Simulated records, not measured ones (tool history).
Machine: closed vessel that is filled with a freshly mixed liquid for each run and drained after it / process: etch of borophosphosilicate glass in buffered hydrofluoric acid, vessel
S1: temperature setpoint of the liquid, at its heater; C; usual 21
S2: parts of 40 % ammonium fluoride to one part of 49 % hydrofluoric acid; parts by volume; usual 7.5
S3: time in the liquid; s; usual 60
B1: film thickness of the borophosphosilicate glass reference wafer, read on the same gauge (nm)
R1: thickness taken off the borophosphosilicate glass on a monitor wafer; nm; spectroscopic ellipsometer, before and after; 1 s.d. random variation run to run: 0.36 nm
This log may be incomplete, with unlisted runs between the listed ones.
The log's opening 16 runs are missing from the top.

Run 17, hour 778.1: usual settings but S1 23 C, S2 9.5 parts by volume, S3 35 s; B1 39.99. Result: R1 37.09 nm.
Run 18, hour 833.7: usual settings; B1 40.02. Result: R1 71.62 nm.
Run 19, hour 861.3: usual settings; B1 40.01. Result: R1 71.4 nm.
Run 20, hour 890.9: usual settings; B1 39.97. Result: R1 71.91 nm.
Run 21, hour 929.1: usual settings; B1 39.98. Result: R1 72.24 nm.
Run 22, hour 987.5: usual settings but S1 22.5 C, S2 10 parts by volume, S3 45 s; B1 40. Result: R1 45.01 nm.
Run 23, hour 1045.7: usual settings but S1 18 C, S2 5 parts by volume, S3 45 s; B1 40.01. Result: R1 66.83 nm.
Run 24, hour 1072.7: usual settings but S1 25.5 C, S2 8.5 parts by volume; B1 40.02. Result: R1 80.05 nm.
Run 25, hour 1102.4: usual settings but S1 24 C, S2 9.5 parts by volume, S3 70 s; B1 40. Result: R1 78.85 nm.
Run 26, hour 1174.1: usual settings but S1 18.5 C, S3 30 s; B1 40. Result: R1 31.95 nm.
At hour 1207.2: thermometer replaced.
At hour 1231.8: gauge calibrated.
Run 27, hour 1232.4: usual settings; B1 40. Result: R1 69.38 nm.
Run 28, hour 1270.9: usual settings but S3 70 s; B1 40.03. Result: R1 81.63 nm.
Run 29, hour 1310.8: usual settings but S2 9.5 parts by volume, S3 90 s; B1 40. Result: R1 82.89 nm.
Run 30, hour 1372.8: usual settings but S1 24 C, S3 70 s; B1 40.01. Result: R1 95.01 nm.
Run 31, hour 1586.2: usual settings but S1 18.5 C, S3 30 s; B1 40.01. Result: R1 31.2 nm.
Run 32, hour 1634.1: usual settings but S2 9 parts by volume, S3 85 s; B1 40.04. Result: R1 82.91 nm.

3 options for the next run, each taken on its own from the tool as it stands now. Forecast them:
Run A, hour 1634.8: usual settings; B1 ?. Result: R1 ?.
Run B, hour 1634.8: usual settings but S3 80 s; B1 ?. Result: R1 ?.
Run C, hour 1634.8: usual settings but S1 17 C, S2 9.5 parts by volume, S3 75 s; B1 ?. Result: R1 ?.

run  B1     R1
  A  40   71.9
  B  40  95.86
  C  40  56.97
Had the tool no hidden state, the same runs would have come out as:
run     R1
  A  69.62
  B  92.82
  C  55.11
